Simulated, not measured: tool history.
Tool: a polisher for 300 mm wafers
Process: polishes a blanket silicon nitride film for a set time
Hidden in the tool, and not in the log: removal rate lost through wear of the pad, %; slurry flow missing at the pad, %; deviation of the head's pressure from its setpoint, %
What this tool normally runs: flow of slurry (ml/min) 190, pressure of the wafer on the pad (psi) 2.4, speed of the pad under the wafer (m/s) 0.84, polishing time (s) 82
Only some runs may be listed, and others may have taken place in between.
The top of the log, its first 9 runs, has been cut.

run,day,flow of slurry (ml/min),pressure of the wafer on the pad (psi),speed of the pad under the wafer (m/s),polishing time (s),wafers since the last listed run,wafers polished on this pad,hours since the slurry nozzle was cleaned,hours since the head pressure was calibrated,"incoming thickness of the incoming film, nm",film removed (nm)
10,44.625,190,2.9,0.84,97,689,4027,626.8,365.2,587.7,108.1
# day 44.888: worn pad replaced by a new one
11,48.054,190,2.4,0.70,82,532,516,709.1,447.5,585.8,65.5
# day 50.383: slurry nozzle cleaned
# day 54.200: head pressure recalibrated
12,55.092,190,2.4,0.70,82,1127,1643,113.0,21.4,578.3,71.1
13,58.479,190,2.4,0.70,82,552,2196,194.3,102.7,594.7,70.5
14,61.738,190,2.6,0.84,82,531,2727,272.5,180.9,600.9,86.4
15,63.733,190,2.6,0.84,82,325,3053,320.4,228.8,594.1,86.0
16,65.362,190,2.4,0.84,82,265,3318,359.5,267.9,585.1,80.3
# day 67.858: worn pad replaced by a new one
17,68.154,190,2.4,0.84,82,428,47,426.5,334.9,594.8,79.6
18,72.362,170,2.9,0.84,99,686,734,527.5,435.9,590.4,108.7
19,74.542,135,2.4,1.06,82,355,1089,579.8,488.2,597.6,87.8
# day 74.862: head pressure recalibrated
20,78.671,220,2.4,1.12,82,659,1749,678.9,91.4,590.0,104.0
21,80.462,190,2.4,0.70,82,292,2041,721.9,134.4,595.0,69.9
# day 82.042: slurry nozzle cleaned
22,82.275,240,2.4,0.84,99,288,2330,5.6,177.9,591.4,102.2
23,85.796,190,2.4,0.84,82,574,2905,90.1,262.4,597.5,81.7
24,87.821,190,2.4,0.76,82,330,3235,138.7,311.0,590.5,74.9
# day 88.896: worn pad replaced by a new one
25,91.792,190,2.6,0.84,82,620,472,234.0,406.3,581.2,84.8
26,93.892,190,2.4,0.84,82,342,814,284.4,456.7,586.6,78.4
27,98.371,240,1.7,0.84,82,730,1545,391.9,564.2,580.9,59.4
# day 98.779: head pressure recalibrated
28,100.533,190,2.4,0.84,82,339,1884,443.8,42.1,581.2,82.2
29,102.246,190,2.4,0.84,82,279,2163,484.9,83.2,582.4,81.6
30,104.779,190,2.4,0.64,94,413,2577,545.7,144.0,596.1,74.3
31,106.758,190,1.6,0.84,92,322,2900,593.2,191.5,581.1,64.7
32,109.096,190,2.4,0.84,82,381,3281,649.3,247.6,591.2,80.1
# day 111.808: slurry nozzle cleaned
33,112.879,190,2.4,1.00,82,610,3891,25.7,338.4,589.7,92.6
# day 113.412: worn pad replaced by a new one
34,114.388,220,2.7,1.12,82,218,158,61.9,374.6,591.4,113.3

Below are 5 alternative next runs, each starting from the tool's condition after run 34. Predict each:
A,114.404,190,2.4,0.84,82,2,161,62.3,375.0,587.5,?
B,114.404,190,2.4,0.84,93,2,161,62.3,375.0,587.5,?
C,114.404,190,1.9,1.04,82,2,161,62.3,375.0,587.5,?
D,114.404,210,2.0,0.84,82,2,161,62.3,375.0,587.5,?
E,114.404,190,2.4,0.84,66,2,161,62.3,375.0,587.5,?

run,film removed (nm)
A,79.8
B,90.5
C,78.3
D,69.5
E,64.2
Without the tool's unlogged condition, the same runs would have read:
run,film removed (nm)
A,82.5
B,93.6
C,80.9
D,71.9
E,66.4

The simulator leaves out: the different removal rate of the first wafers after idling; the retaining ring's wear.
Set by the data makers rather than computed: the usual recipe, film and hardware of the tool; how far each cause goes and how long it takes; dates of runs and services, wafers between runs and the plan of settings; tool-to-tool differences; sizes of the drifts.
